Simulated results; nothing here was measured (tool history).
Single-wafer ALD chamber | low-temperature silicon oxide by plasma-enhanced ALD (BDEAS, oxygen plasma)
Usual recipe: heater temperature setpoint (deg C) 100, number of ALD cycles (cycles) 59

run	hour	heater temperature setpoint (deg C)	number of ALD cycles (cycles)	wafers since the last listed run	hours since the last thermocouple change	hours since the gauge calibration	read-back reference wafer on the same gauge, thickness_nm	mean film thickness on the monitor wafer (angstrom)
1	0.0	106	59	0	1580.8	710.5	9.537	83.63
2	67.1	106	59	301	1647.9	777.6	9.539	83.64
3	110.3	100	59	194	1691.1	820.8	9.533	84.73
4	179.6	100	59	311	1760.4	890.1	9.540	84.57
5	210.2	100	59	137	1791.0	920.7	9.532	84.25
6	281.7	100	59	321	1862.5	992.2	9.543	84.60
7	458.4	100	59	794	2039.2	1168.9	9.540	84.10
8	528.9	100	59	316	2109.7	1239.4	9.542	84.18
9	562.4	100	59	150	2143.2	1272.9	9.536	84.53
10	601.4	94	59	175	2182.2	1311.9	9.541	85.43
11	646.7	92	59	203	2227.5	1357.2	9.554	86.03
12	679.9	92	59	149	2260.7	1390.4	9.541	85.70
13	705.8	100	64	116	2286.6	1416.3	9.526	91.56
14	730.0	100	64	108	2310.8	1440.5	9.544	91.62
15	758.5	100	59	128	2339.3	1469.0	9.552	84.27
16	802.5	100	59	197	2383.3	1513.0	9.535	84.47
17	850.7	100	59	216	2431.5	1561.2	9.542	83.99
18	903.5	100	59	237	2484.3	1614.0	9.537	84.34
19	928.1	100	59	110	2508.9	1638.6	9.549	84.32
20	990.1	100	59	278	2570.9	1700.6	9.541	84.32
21	1058.5	86	59	307	2639.3	1769.0	9.531	87.73
22	1125.5	100	59	301	2706.3	1836.0	9.546	83.64
23	1178.7	111	49	239	2759.5	1889.2	9.542	68.41
24	1226.9	100	59	216	2807.7	1937.4	9.546	84.04
# hour 1278.9: thermocouple changed; heater temperature recalibrated
25	1279.4	110	49	200	0.5	1989.9	9.536	69.36
26	1306.7	88	69	122	27.8	2017.2	9.542	103.59
27	1370.0	100	48	284	91.1	2080.5	9.543	69.40
28	1409.1	112	59	175	130.2	2119.6	9.541	83.31
29	1464.3	90	67	248	185.4	2174.8	9.542	100.23
30	1494.2	115	67	134	215.3	2204.7	9.539	93.58
31	1632.4	100	59	621	353.5	2342.9	9.534	84.72
32	1700.0	93	55	303	421.1	2410.5	9.540	81.27
# hour 1750.3: gauge calibrated
33	1756.5	100	59	254	477.6	6.2	9.536	84.75
34	1795.9	105	68	177	517.0	45.6	9.533	97.15
35	1866.7	107	59	318	587.8	116.4	9.542	83.59
36	2081.5	94	69	965	802.6	331.2	9.544	100.57
37	2132.4	113	68	228	853.5	382.1	9.543	95.31
38	2161.9	100	59	132	883.0	411.6	9.538	84.91
39	2192.8	89	68	138	913.9	442.5	9.540	101.27
40	2237.6	90	62	201	958.7	487.3	9.534	91.60
41	2303.7	108	68	297	1024.8	553.4	9.543	96.08

Consider 5 possible next runs. They are alternatives, not a sequence: every one starts from the tool as it was left by run 41. What does each give?
A	2304.2	100	59	2	1025.3	553.9	?	?
B	2304.2	86	64	2	1025.3	553.9	?	?
C	2304.2	100	55	2	1025.3	553.9	?	?
D	2304.2	91	59	2	1025.3	553.9	?	?
E	2304.2	93	48	2	1025.3	553.9	?	?

run	read-back reference wafer on the same gauge, thickness_nm	mean film thickness on the monitor wafer (angstrom)
A	9.537	84.63
B	9.537	96.00
C	9.537	78.89
D	9.537	86.99
E	9.537	70.28
The same runs, with their run-to-run variation unchanged, on a tool lacking any hidden condition would have given:
run	mean film thickness on the monitor wafer (angstrom)
A	84.98
B	96.76
C	79.22
D	87.69
E	70.85
